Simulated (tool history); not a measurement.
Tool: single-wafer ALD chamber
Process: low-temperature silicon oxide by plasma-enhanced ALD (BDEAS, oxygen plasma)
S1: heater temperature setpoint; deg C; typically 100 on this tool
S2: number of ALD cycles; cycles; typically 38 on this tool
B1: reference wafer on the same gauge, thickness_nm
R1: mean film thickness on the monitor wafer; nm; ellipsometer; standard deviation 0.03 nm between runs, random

run	day	S1	S2	B1	R1
1	0	100	42	5.008	6.445
2	1.233	100	42	5	6.483
3	2.183	100	42	5.008	6.489
# day 2.421: gauge calibrated
4	3.508	105	38	4.999	5.777
5	4.592	105	38	4.999	5.785
6	5.721	105	38	5.001	5.835
7	6.862	100	38	4.999	5.811
8	7.854	100	38	5.001	5.875
# day 8.629: thermocouple changed; heater temperature recalibrated
9	9.158	89	38	5.003	6.046
10	10.417	108	35	5	5.296
11	11.692	113	43	4.999	6.48
12	12.775	100	40	4.999	6.097
# day 13.154: gauge calibrated
13	13.471	100	33	5.005	5.076
14	14.792	110	43	4.995	6.53
15	15.762	108	40	4.997	6.044
16	16.571	94	44	4.994	6.824

Run 17 has not been measured yet. What should we expect?
17	17.1	100	38	?	?

Run 17 gave B1 5.005, R1 5.804 nm.
With the hidden condition absent and the run-to-run variation left alone, this run would have shown R1 5.804 nm.
